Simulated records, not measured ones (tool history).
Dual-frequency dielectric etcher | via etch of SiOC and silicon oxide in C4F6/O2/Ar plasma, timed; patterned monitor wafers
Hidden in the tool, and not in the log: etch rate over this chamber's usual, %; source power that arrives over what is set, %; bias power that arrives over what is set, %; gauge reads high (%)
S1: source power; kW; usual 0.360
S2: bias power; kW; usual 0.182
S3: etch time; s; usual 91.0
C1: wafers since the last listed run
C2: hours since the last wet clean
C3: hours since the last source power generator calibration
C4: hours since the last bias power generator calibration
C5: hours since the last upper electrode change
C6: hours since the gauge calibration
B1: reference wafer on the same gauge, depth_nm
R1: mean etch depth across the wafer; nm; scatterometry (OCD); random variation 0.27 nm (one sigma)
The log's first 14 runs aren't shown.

run,day,S1,S2,S3,C1,C2,C3,C4,C5,C6,B1,R1
15,38.121,0.360,0.182,68.0,716,150.3,4245.5,5229.0,2407.1,1153.7,95.9,73.1
# day 39.975: gauge calibrated
16,40.446,0.360,0.212,91.0,729,206.1,4301.3,5284.8,2462.9,11.3,95.9,103.1
# day 40.942: bias power generator calibrated
17,43.012,0.390,0.216,80.0,752,267.7,4362.9,49.7,2524.5,72.9,95.9,93.5
# day 45.258: upper electrode replaced
18,45.279,0.360,0.218,107.0,397,322.1,4417.3,104.1,0.5,127.3,95.9,121.2
19,47.867,0.390,0.182,82.5,811,384.2,4479.4,166.2,62.6,189.4,95.9,90.4
# day 49.796: source power generator calibrated
# day 50.075: wet clean of the chamber
20,50.425,0.400,0.166,117.5,662,8.4,15.1,227.6,124.0,250.8,95.9,126.4
21,52.750,0.360,0.182,98.5,729,64.2,70.9,283.4,179.8,306.6,95.9,105.9
22,55.604,0.300,0.227,77.0,895,132.7,139.4,351.9,248.3,375.1,95.9,84.7
23,57.812,0.270,0.222,108.0,692,185.7,192.4,404.9,301.3,428.1,95.9,114.0
24,59.679,0.410,0.182,91.0,585,230.5,237.2,449.7,346.1,472.9,95.9,101.6
25,61.875,0.300,0.182,91.0,688,283.2,289.9,502.4,398.8,525.6,95.9,92.9
26,63.596,0.310,0.148,100.5,539,324.5,331.2,543.7,440.1,566.9,95.9,96.9
27,65.800,0.360,0.182,91.0,691,377.4,384.1,596.6,493.0,619.8,95.9,97.9
# day 66.983: wet clean of the chamber
28,67.150,0.440,0.163,84.0,109,4.0,416.5,629.0,525.4,652.2,95.9,92.4
29,69.925,0.360,0.182,91.0,870,70.6,483.1,695.6,592.0,718.8,95.9,97.5
30,71.154,0.360,0.226,111.5,385,100.1,512.6,725.1,621.5,748.3,95.9,128.9

4 ways to go on from here, each from the tool as it stands after run 30. What would each give?
A,71.171,0.360,0.182,91.0,5,100.5,513.0,725.5,621.9,748.7,?,?
B,71.171,0.360,0.182,71.5,5,100.5,513.0,725.5,621.9,748.7,?,?
C,71.171,0.360,0.165,91.0,5,100.5,513.0,725.5,621.9,748.7,?,?
D,71.171,0.360,0.182,99.0,5,100.5,513.0,725.5,621.9,748.7,?,?

run,B1,R1
A,95.9,97.8
B,95.9,76.8
C,95.9,94.7
D,95.9,106.4
Without the tool's hidden state the same runs would have given:
run,R1
A,97.8
B,76.8
C,94.7
D,106.4
